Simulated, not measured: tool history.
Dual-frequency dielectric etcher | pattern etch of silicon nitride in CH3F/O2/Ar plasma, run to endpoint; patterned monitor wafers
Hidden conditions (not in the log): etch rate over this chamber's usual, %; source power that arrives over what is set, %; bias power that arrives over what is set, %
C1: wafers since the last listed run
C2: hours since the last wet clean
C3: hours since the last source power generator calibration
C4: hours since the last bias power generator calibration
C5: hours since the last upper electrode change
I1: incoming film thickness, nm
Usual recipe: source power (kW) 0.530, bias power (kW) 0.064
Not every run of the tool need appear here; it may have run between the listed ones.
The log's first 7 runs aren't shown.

{"hour": 528.2, "done": "wet clean of the chamber"}
{"run": 8, "hour": 528.7, "source power (kW)": 0.61, "bias power (kW)": 0.064, "C1": 755, "C2": 0.5, "C3": 3150.5, "C4": 2042.5, "C5": 1947.2, "I1": 30.25, "endpoint time (s)": 35.1}
{"run": 9, "hour": 582.6, "source power (kW)": 0.61, "bias power (kW)": 0.064, "C1": 608, "C2": 54.4, "C3": 3204.4, "C4": 2096.4, "C5": 2001.1, "I1": 30.02, "endpoint time (s)": 35.2}
{"run": 10, "hour": 621.3, "source power (kW)": 0.47, "bias power (kW)": 0.075, "C1": 436, "C2": 93.1, "C3": 3243.1, "C4": 2135.1, "C5": 2039.8, "I1": 29.87, "endpoint time (s)": 35.2}
{"run": 11, "hour": 697.8, "source power (kW)": 0.47, "bias power (kW)": 0.075, "C1": 863, "C2": 169.6, "C3": 3319.6, "C4": 2211.6, "C5": 2116.3, "I1": 30.13, "endpoint time (s)": 35.6}
{"run": 12, "hour": 764.4, "source power (kW)": 0.47, "bias power (kW)": 0.075, "C1": 751, "C2": 236.2, "C3": 3386.2, "C4": 2278.2, "C5": 2182.9, "I1": 30.03, "endpoint time (s)": 35.8}
{"run": 13, "hour": 844.0, "source power (kW)": 0.53, "bias power (kW)": 0.064, "C1": 898, "C2": 315.8, "C3": 3465.8, "C4": 2357.8, "C5": 2262.5, "I1": 29.96, "endpoint time (s)": 36.1}
{"run": 14, "hour": 928.9, "source power (kW)": 0.53, "bias power (kW)": 0.064, "C1": 958, "C2": 400.7, "C3": 3550.7, "C4": 2442.7, "C5": 2347.4, "I1": 30.23, "endpoint time (s)": 36.3}
{"run": 15, "hour": 974.2, "source power (kW)": 0.53, "bias power (kW)": 0.064, "C1": 511, "C2": 446.0, "C3": 3596.0, "C4": 2488.0, "C5": 2392.7, "I1": 30.15, "endpoint time (s)": 36.6}
{"hour": 1042.1, "done": "upper electrode replaced"}
{"hour": 1061.4, "done": "wet clean of the chamber, repeated, since the last time left the tool worse"}
{"run": 16, "hour": 1061.9, "source power (kW)": 0.43, "bias power (kW)": 0.076, "C1": 501, "C2": 0.5, "C3": 3683.7, "C4": 2575.7, "C5": 19.8, "I1": 29.56, "endpoint time (s)": 38.0}
{"run": 17, "hour": 1133.2, "source power (kW)": 0.64, "bias power (kW)": 0.049, "C1": 804, "C2": 71.8, "C3": 3755.0, "C4": 2647.0, "C5": 91.1, "I1": 29.92, "endpoint time (s)": 40.5}
{"run": 18, "hour": 1233.5, "source power (kW)": 0.53, "bias power (kW)": 0.055, "C1": 1132, "C2": 172.1, "C3": 3855.3, "C4": 2747.3, "C5": 191.4, "I1": 30.25, "endpoint time (s)": 41.4}
{"run": 19, "hour": 1291.9, "source power (kW)": 0.63, "bias power (kW)": 0.08, "C1": 659, "C2": 230.5, "C3": 3913.7, "C4": 2805.7, "C5": 249.8, "I1": 29.99, "endpoint time (s)": 32.2}
{"hour": 1342.9, "done": "bias power generator calibrated"}
{"run": 20, "hour": 1362.0, "source power (kW)": 0.47, "bias power (kW)": 0.075, "C1": 746, "C2": 300.6, "C3": 3983.8, "C4": 19.1, "C5": 319.9, "I1": 30.02, "endpoint time (s)": 36.6}
{"run": 21, "hour": 1400.4, "source power (kW)": 0.44, "bias power (kW)": 0.078, "C1": 433, "C2": 339.0, "C3": 4022.2, "C4": 57.5, "C5": 358.3, "I1": 29.7, "endpoint time (s)": 37.0}
{"run": 22, "hour": 1486.6, "source power (kW)": 0.46, "bias power (kW)": 0.052, "C1": 973, "C2": 425.2, "C3": 4108.4, "C4": 143.7, "C5": 444.5, "I1": 30.11, "endpoint time (s)": 44.3}
{"hour": 1519.5, "done": "source power generator calibrated"}
{"run": 23, "hour": 1588.5, "source power (kW)": 0.64, "bias power (kW)": 0.05, "C1": 1105, "C2": 527.1, "C3": 69.0, "C4": 245.6, "C5": 546.4, "I1": 30.02, "endpoint time (s)": 39.7}

What will run 24 give?
{"hour": 1642.8, "done": "wet clean of the chamber"}
{"run": 24, "hour": 1643.3, "source power (kW)": 0.59, "bias power (kW)": 0.064, "C1": 347, "C2": 0.5, "C3": 123.8, "C4": 300.4, "C5": 601.2, "I1": 29.77, "endpoint time (s)": "?"}

{"run 24": {"endpoint time (s)": 36.7}}
With no hidden state in the tool, this same run would have given endpoint time (s) 36.7.
